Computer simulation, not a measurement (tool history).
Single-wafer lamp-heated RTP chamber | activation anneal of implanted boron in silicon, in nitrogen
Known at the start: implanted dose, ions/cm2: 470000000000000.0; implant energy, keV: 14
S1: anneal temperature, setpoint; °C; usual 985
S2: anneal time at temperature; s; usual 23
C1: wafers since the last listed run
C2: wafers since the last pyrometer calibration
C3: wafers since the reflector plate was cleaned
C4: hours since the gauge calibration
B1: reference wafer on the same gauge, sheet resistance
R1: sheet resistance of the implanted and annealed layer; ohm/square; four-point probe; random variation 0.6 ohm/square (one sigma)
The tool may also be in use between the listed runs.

run   hour    S1  S2   C1    C2     C3     C4      B1      R1
  1      0   985  23    0  4929   8622  104.2  284.03  236.89
  2   17.9   985  23  306  5235   8928  122.1  284.07  236.55
  3   30.1   985  23  208  5443   9136  134.3  283.98   236.5
  4   39.7   967  23  164  5607   9300  143.9  284.14  247.31
  5     53   967  23  227  5835   9528  157.2   283.9  246.17
  6   64.7   967  23  200  6035   9728  168.9  283.97  246.81
  7     80   985  27  261  6296   9989  184.2  284.04  235.38
  8   95.1   985  27  258  6554  10247  199.3  283.96  235.22
  9  104.1   985  27  153  6708  10401  208.3  284.03  234.72
 10  120.1   985  23  273  6982  10675  224.3  284.09  236.49
 11  126.3   985  23  105  7088  10781  230.5  283.98  235.74
 12  142.4   985  23  275  7363  11056  246.6  284.08  234.83
     157.1  -- pyrometer window cleaned and pyrometer calibrated
 13  159.1   985  23  148    35  11205  263.3  283.85  239.96
 14  170.2   959  35  189   224  11395  274.4  283.96  259.15
 15  177.1   985  36  117   342  11513  281.3  284.06  236.47
 16  186.6   967  36  162   505  11675  290.8  284.02  248.69
       198  -- reflector plate cleaned
 17  198.5   976  30   66   571      8  302.7  283.95  242.98
 18  207.2  1008  17  148   720    157  311.4  283.95   232.3
     207.5  -- gauge calibrated
 19    219   959  35  201   922    359   11.5  283.99  258.56
 20    230   985  23  188  1110    547   22.5  284.06  238.68
 21  242.6   968  30  215  1325    762   35.1  284.07  249.49
 22  251.3   959  29  148  1474    911   43.8  284.05  260.56
 23  263.9   985  23  215  1689   1127   56.4  283.96  240.03
 24  278.8   985  23  254  1944   1381   71.3  283.93  238.65
 25  288.6   994  30  167  2112   1549   81.1  283.86  234.31
 26  297.5   967  23  152  2264   1701     90  284.05  251.42

5 ways to go on from here, each from the tool as it stands after run 26. What would each give?
  A  297.9   995  23   6  2271  1708  90.4   ?   ?
  B  297.9  1001  34   6  2271  1708  90.4   ?   ?
  C  297.9   956  16   6  2271  1708  90.4   ?   ?
  D  297.9   976  17   6  2271  1708  90.4   ?   ?
  E  297.9  1000  23   6  2271  1708  90.4   ?   ?

run      B1      R1
  A  284.14  234.09
  B  284.14  231.56
  C  284.14  271.24
  D  284.14  244.93
  E  284.14   232.8
Without the tool's hidden state the same runs would have given:
run      R1
  A  234.59
  B  231.91
  C  274.54
  D  246.33
  E   233.2
